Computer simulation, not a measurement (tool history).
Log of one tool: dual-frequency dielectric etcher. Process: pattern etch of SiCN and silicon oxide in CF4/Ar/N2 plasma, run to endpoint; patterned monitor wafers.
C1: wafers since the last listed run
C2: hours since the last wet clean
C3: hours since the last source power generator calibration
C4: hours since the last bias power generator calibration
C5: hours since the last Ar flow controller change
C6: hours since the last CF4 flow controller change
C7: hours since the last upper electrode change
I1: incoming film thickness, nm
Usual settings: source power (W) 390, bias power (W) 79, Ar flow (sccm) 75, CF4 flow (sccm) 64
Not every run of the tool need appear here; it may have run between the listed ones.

Run 1, hour 0.0: usual settings; C1 0; C2 284.3; C3 2844.6; C4 2437.6; C5 2142.0; C6 2470.8; C7 4156.8; I1 9.35. Result: endpoint time (s) 11.6.
Run 2, hour 70.0: usual settings but CF4 flow (sccm) 58; C1 938; C2 354.3; C3 2914.6; C4 2507.6; C5 2212.0; C6 2540.8; C7 4226.8; I1 9.30. Result: endpoint time (s) 11.9.
Run 3, hour 96.5: usual settings; C1 355; C2 380.8; C3 2941.1; C4 2534.1; C5 2238.5; C6 2567.3; C7 4253.3; I1 9.21. Result: endpoint time (s) 11.5.
Run 4, hour 129.4: usual settings; C1 440; C2 413.7; C3 2974.0; C4 2567.0; C5 2271.4; C6 2600.2; C7 4286.2; I1 9.32. Result: endpoint time (s) 11.8.
At hour 173.9: wet clean of the chamber.
At hour 180.1: upper electrode replaced.
Run 5, hour 187.6: usual settings; C1 375; C2 13.7; C3 3032.2; C4 2625.2; C5 2329.6; C6 2658.4; C7 7.5; I1 9.24. Result: endpoint time (s) 11.5.
Run 6, hour 231.3: usual settings but bias power (W) 87; C1 585; C2 57.4; C3 3075.9; C4 2668.9; C5 2373.3; C6 2702.1; C7 51.2; I1 9.32. Result: endpoint time (s) 11.4.
At hour 272.5: source power generator calibrated.
Run 7, hour 296.6: usual settings but source power (W) 360, bias power (W) 91; C1 821; C2 122.7; C3 24.1; C4 2734.2; C5 2438.6; C6 2767.4; C7 116.5; I1 9.28. Result: endpoint time (s) 11.6.
Run 8, hour 346.4: usual settings; C1 667; C2 172.5; C3 73.9; C4 2784.0; C5 2488.4; C6 2817.2; C7 166.3; I1 9.30. Result: endpoint time (s) 11.5.
Run 9, hour 370.8: usual settings; C1 327; C2 196.9; C3 98.3; C4 2808.4; C5 2512.8; C6 2841.6; C7 190.7; I1 9.36. Result: endpoint time (s) 11.8.
Run 10, hour 409.7: usual settings but source power (W) 480, bias power (W) 72, Ar flow (sccm) 61, CF4 flow (sccm) 56; C1 521; C2 235.8; C3 137.2; C4 2847.3; C5 2551.7; C6 2880.5; C7 229.6; I1 9.29. Result: endpoint time (s) 10.3.
Run 11, hour 447.4: usual settings but source power (W) 430, bias power (W) 90, CF4 flow (sccm) 71; C1 505; C2 273.5; C3 174.9; C4 2885.0; C5 2589.4; C6 2918.2; C7 267.3; I1 9.29. Result: endpoint time (s) 10.1.
At hour 470.9: CF4 flow controller replaced.
Run 12, hour 511.4: usual settings but source power (W) 360, bias power (W) 71; C1 777; C2 337.5; C3 238.9; C4 2949.0; C5 2653.4; C6 40.5; C7 331.3; I1 9.29. Result: endpoint time (s) 12.6.
Run 13, hour 560.2: usual settings but source power (W) 330, CF4 flow (sccm) 71; C1 654; C2 386.3; C3 287.7; C4 2997.8; C5 2702.2; C6 89.3; C7 380.1; I1 9.26. Result: endpoint time (s) 12.6.
At hour 578.6: bias power generator calibrated.
Run 14, hour 602.5: usual settings; C1 513; C2 428.6; C3 330.0; C4 23.9; C5 2744.5; C6 131.6; C7 422.4; I1 9.29. Result: endpoint time (s) 11.6.
At hour 613.7: Ar flow controller replaced.
At hour 628.0: wet clean of the chamber.
Run 15, hour 692.0: usual settings; C1 928; C2 64.0; C3 419.5; C4 113.4; C5 78.3; C6 221.1; C7 511.9; I1 9.33. Result: endpoint time (s) 11.7.
Run 16, hour 750.7: usual settings but CF4 flow (sccm) 57; C1 786; C2 122.7; C3 478.2; C4 172.1; C5 137.0; C6 279.8; C7 570.6; I1 9.35. Result: endpoint time (s) 12.0.
Run 17, hour 779.7: usual settings but source power (W) 300, bias power (W) 62, Ar flow (sccm) 81, CF4 flow (sccm) 56; C1 388; C2 151.7; C3 507.2; C4 201.1; C5 166.0; C6 308.8; C7 599.6; I1 9.23. Result: endpoint time (s) 15.8.
Run 18, hour 815.4: usual settings; C1 478; C2 187.4; C3 542.9; C4 236.8; C5 201.7; C6 344.5; C7 635.3; I1 9.33. Result: endpoint time (s) 11.6.
Run 19, hour 883.9: usual settings but Ar flow (sccm) 89, CF4 flow (sccm) 52; C1 918; C2 255.9; C3 611.4; C4 305.3; C5 270.2; C6 413.0; C7 703.8; I1 9.35. Result: endpoint time (s) 12.7.
Run 20, hour 936.9: usual settings but source power (W) 480, bias power (W) 66, Ar flow (sccm) 82, CF4 flow (sccm) 50; C1 710; C2 308.9; C3 664.4; C4 358.3; C5 323.2; C6 466.0; C7 756.8; I1 9.25. Result: endpoint time (s) 11.5.
Run 21, hour 979.7: usual settings but CF4 flow (sccm) 54; C1 573; C2 351.7; C3 707.2; C4 401.1; C5 366.0; C6 508.8; C7 799.6; I1 9.36. Result: endpoint time (s) 12.2.
Run 22, hour 1009.9: usual settings but source power (W) 480, bias power (W) 66, Ar flow (sccm) 91, CF4 flow (sccm) 50; C1 404; C2 381.9; C3 737.4; C4 431.3; C5 396.2; C6 539.0; C7 829.8; I1 9.41. Result: endpoint time (s) 11.8.
Run 23, hour 1035.5: usual settings; C1 343; C2 407.5; C3 763.0; C4 456.9; C5 421.8; C6 564.6; C7 855.4; I1 9.41. Result: endpoint time (s) 11.8.

Consider 5 possible next runs. They are alternatives, not a sequence: every one starts from the tool as it was left by run 23. What does each give?
Run A, hour 1035.9: usual settings; C1 5; C2 407.9; C3 763.4; C4 457.3; C5 422.2; C6 565.0; C7 855.8; I1 9.33. Result: endpoint time (s) ?.
Run B, hour 1035.9: usual settings but source power (W) 340, bias power (W) 92, Ar flow (sccm) 61, CF4 flow (sccm) 73; C1 5; C2 407.9; C3 763.4; C4 457.3; C5 422.2; C6 565.0; C7 855.8; I1 9.33. Result: endpoint time (s) ?.
Run C, hour 1035.9: usual settings but source power (W) 330, CF4 flow (sccm) 56; C1 5; C2 407.9; C3 763.4; C4 457.3; C5 422.2; C6 565.0; C7 855.8; I1 9.33. Result: endpoint time (s) ?.
Run D, hour 1035.9: usual settings but source power (W) 330, bias power (W) 71, CF4 flow (sccm) 57; C1 5; C2 407.9; C3 763.4; C4 457.3; C5 422.2; C6 565.0; C7 855.8; I1 9.33. Result: endpoint time (s) ?.
Run E, hour 1035.9: usual settings but source power (W) 350, bias power (W) 66, Ar flow (sccm) 82, CF4 flow (sccm) 77; C1 5; C2 407.9; C3 763.4; C4 457.3; C5 422.2; C6 565.0; C7 855.8; I1 9.33. Result: endpoint time (s) ?.

run  endpoint time (s)
  A               11.8
  B               11.7
  C               13.7
  D               14.2
  E               13.3
Without the tool's hidden state the same runs would have given:
run  endpoint time (s)
  A               11.8
  B               11.7
  C               13.7
  D               14.2
  E               13.3
